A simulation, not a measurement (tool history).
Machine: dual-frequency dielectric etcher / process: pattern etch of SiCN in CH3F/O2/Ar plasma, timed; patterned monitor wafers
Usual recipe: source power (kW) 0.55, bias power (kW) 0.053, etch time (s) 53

run	hour	source power (kW)	bias power (kW)	etch time (s)	read-back reference wafer on the same gauge, depth_nm	mean etch depth across the wafer (Å)
1	0	0.55	0.053	53	20.85	203.5
2	16.3	0.55	0.053	53	20.88	202.6
3	41.8	0.55	0.053	53	20.94	201.5
4	74.8	0.65	0.053	53	20.89	219.1
5	96.3	0.66	0.053	53	20.95	226.3
6	130.6	0.66	0.053	53	20.9	221.8
7	145.1	0.55	0.053	47	20.95	180.9
8	174.9	0.65	0.053	53	20.91	222.6
9	212.2	0.55	0.053	53	20.88	202
10	221.5	0.44	0.041	59.5	20.92	181.6
11	310.5	0.61	0.058	65.5	20.88	275.6
12	328.1	0.62	0.045	41	20.85	158.2
13	360.8	0.55	0.053	53	20.87	201.7
14	376.6	0.6	0.042	39	20.84	143.2

Between the runs listed above, the log contained 5 entries, not reproduced here. Where in the sequence does each belong, and how does what the log doesn't record of the tool's condition differ from the listed run before to the listed run after?
From run 7 to run 8: gauge calibrated (hour 151.4)
  both runs share identical hidden conditions
From run 8 to run 9: upper electrode replaced (hour 208.5); source power generator calibrated (hour 211.7)
  both runs share identical hidden conditions
From run 10 to run 11: bias power generator calibrated (hour 241.9); wet clean of the chamber (hour 294.8)
  both runs share identical hidden conditions
